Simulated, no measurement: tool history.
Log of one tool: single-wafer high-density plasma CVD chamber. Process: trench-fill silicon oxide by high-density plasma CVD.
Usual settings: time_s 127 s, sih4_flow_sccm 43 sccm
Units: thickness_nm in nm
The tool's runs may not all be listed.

run   hour  time_s  sih4_flow_sccm  wafers since the last listed run  hours since the silane flow controller was replaced  hours since the gauge calibration  read-back reference wafer on the same gauge, thickness_nm  thickness_nm
  1    0.0     127              43                                 0                                               3781.9                              226.8                                                    494.100       563.705
  2   72.0     114              43                               612                                               3853.9                              298.8                                                    494.137       504.120
  3  101.6     114              43                               251                                               3883.5                              328.4                                                    493.620       505.017
  4  132.6     114              43                               263                                               3914.5                              359.4                                                    493.920       504.857
  5  160.5     127              43                               237                                               3942.4                              387.3                                                    493.778       565.070
  6  193.5     127              43                               280                                               3975.4                              420.3                                                    493.956       564.757
  7  220.7     127              43                               231                                               4002.6                              447.5                                                    494.279       562.495
     232.3  -- silane flow controller replaced
  8  233.8     127              43                                43                                                  1.5                              460.6                                                    493.774       530.915
  9  258.1     127              43                               206                                                 25.8                              484.9                                                    494.192       530.291
 10  292.4     127              43                               291                                                 60.1                              519.2                                                    493.811       532.463
 11  311.9     127              43                               165                                                 79.6                              538.7                                                    493.948       531.806
 12  340.4     127              45                               242                                                108.1                              567.2                                                    494.140       555.618
 13  355.6     144              50                               129                                                123.3                              582.4                                                    494.247       700.260
 14  391.9     118              43                               308                                                159.6                              618.7                                                    493.927       493.714
     401.4  -- gauge calibrated
 15  427.8     127              43                               305                                                195.5                               26.4                                                    494.169       533.152
 16  516.6     127              43                               755                                                284.3                              115.2                                                    494.011       536.024
 17  528.9     127              35                               104                                                296.6                              127.5                                                    494.196       439.068
 18  541.2     119              43                               104                                                308.9                              139.8                                                    494.080       503.386
 19  565.1     112              40                               203                                                332.8                              163.7                                                    493.935       440.709
 20  591.0     113              51                               220                                                358.7                              189.6                                                    494.256       565.488
 21  606.3     106              50                               130                                                374.0                              204.9                                                    493.823       521.902
 22  627.7     118              43                               182                                                395.4                              226.3                                                    494.189       500.796
 23  640.2     144              50                               106                                                407.9                              238.8                                                    493.976       710.486
 24  655.6     108              35                               131                                                423.3                              254.2                                                    493.951       373.481
 25  678.9     108              43                               198                                                446.6                              277.5                                                    493.915       456.684

Hidden state at the last listed run before each entry between runs and at the first one after, where it differs:
Between runs 7 and 8: silane flow controller replaced (hour 232.3)
  delivered silane flow above the setpoint (%): 5.96 -> -0.464
  measured less the result without the state, thickness_nm: +31.655 -> -2.472 nm
Between runs 14 and 15: gauge calibrated (hour 401.4)
  delivered silane flow above the setpoint (%): 0.282 -> 0.438
  measured less the result without the state, thickness_nm: +1.386 -> +2.326 nm

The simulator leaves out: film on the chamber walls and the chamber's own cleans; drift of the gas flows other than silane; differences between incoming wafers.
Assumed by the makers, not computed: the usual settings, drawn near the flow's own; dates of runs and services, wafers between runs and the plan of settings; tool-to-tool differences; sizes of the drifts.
